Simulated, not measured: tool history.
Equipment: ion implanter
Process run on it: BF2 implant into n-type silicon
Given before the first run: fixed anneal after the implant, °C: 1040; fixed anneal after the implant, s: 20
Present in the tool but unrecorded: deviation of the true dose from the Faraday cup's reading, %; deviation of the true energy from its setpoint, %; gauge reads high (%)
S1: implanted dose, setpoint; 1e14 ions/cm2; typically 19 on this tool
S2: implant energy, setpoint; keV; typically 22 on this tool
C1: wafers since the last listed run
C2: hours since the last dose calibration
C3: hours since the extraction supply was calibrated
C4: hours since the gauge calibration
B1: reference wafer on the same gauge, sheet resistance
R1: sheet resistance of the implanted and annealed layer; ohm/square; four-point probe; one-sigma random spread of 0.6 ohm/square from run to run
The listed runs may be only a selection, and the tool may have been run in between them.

run,hour,S1,S2,C1,C2,C3,C4,B1,R1
1,0,19,22,0,259.6,3743.6,554.1,124.88,128.05
2,36.5,19,20,444,296.1,3780.1,590.6,124.87,132.42
3,108.7,19,20,878,368.3,3852.3,662.8,125.07,133.04
4,177.6,19,20,838,437.2,3921.2,731.7,124.45,133.4
5,284.7,20.77,25.5,1303,544.3,4028.3,838.8,124.57,120.25
6,363.3,19,22,956,622.9,4106.9,917.4,124.01,127.3
7,416.7,19,22,649,676.3,4160.3,970.8,124.2,127.64
8,479.1,19,28,759,738.7,4222.7,1033.2,124.12,117.62
9,516.2,19,28,451,775.8,4259.8,1070.3,123.92,117.59
10,592,19,22,922,851.6,4335.6,1146.1,123.42,127.91
11,678.6,19,22,1053,938.2,4422.2,1232.7,123.21,126.9
12,767.9,19,22,1086,1027.5,4511.5,1322,123.29,126.63
13,842.4,19,22,906,1102,4586,1396.5,123.21,125.78
14,907.1,19,22,787,1166.7,4650.7,1461.2,123.07,125.91
15,967.8,19,24.5,738,1227.4,4711.4,1521.9,122.8,122.15
16,1059.2,19,22,1112,1318.8,4802.8,1613.3,122.53,126.26
17,1141.1,19,22,996,1400.7,4884.7,1695.2,121.92,125.81
18,1193.3,19,22,635,1452.9,4936.9,1747.4,121.86,125.64
19,1231,19,22,458,1490.6,4974.6,1785.1,121.85,124.98
20,1513.6,22.5,25.5,3438,1773.2,5257.2,2067.7,120.81,114.72
# hour 1516.2: gauge calibrated
21,1552.4,19,22,472,1812,5296,36.2,125.82,128.95
22,1588.5,23.2,27,439,1848.1,5332.1,72.3,125.66,117.4
23,1640.8,20.65,26,636,1900.4,5384.4,124.6,125.9,120.68
24,1709.6,16.59,16,837,1969.2,5453.2,193.4,125.9,148.4
25,1768.2,15.07,17,713,2027.8,5511.8,252,126.21,148.41
# hour 1789.7: extraction supply calibrated
# hour 1829.2: Faraday cup replaced and dose calibrated
26,1829.7,19,22,553,0.5,40,313.5,125.8,130.67
27,1922.3,15.48,18.5,1126,93.1,132.6,406.1,125.98,142.57
28,1993.3,21.91,22,863,164.1,203.6,477.1,125.46,126.8
29,2056.7,23.69,29,771,227.5,267,540.5,126.08,113.79
30,2134.5,21.27,19,946,305.3,344.8,618.3,125.69,132.7
31,2177.5,23.7,18,523,348.3,387.8,661.3,125.7,133.5
32,2279.4,21.6,26.5,1240,450.2,489.7,763.2,125.67,117.97
33,2336.6,14.79,15.5,696,507.4,546.9,820.4,124.86,152.26
34,2379.4,19,22,520,550.2,589.7,863.2,125.25,128.83

Forecast each of these 3 alternatives for the next run:
A,2379.8,23.01,22,4,550.6,590.1,863.6,?,?
B,2379.8,14.28,15,4,550.6,590.1,863.6,?,?
C,2379.8,14.71,18.5,4,550.6,590.1,863.6,?,?

run,B1,R1
A,124.93,126.18
B,124.93,155.71
C,124.93,145.1
Without the tool's hidden state the same runs would have given:
run,R1
A,126.99
B,156.71
C,146.03
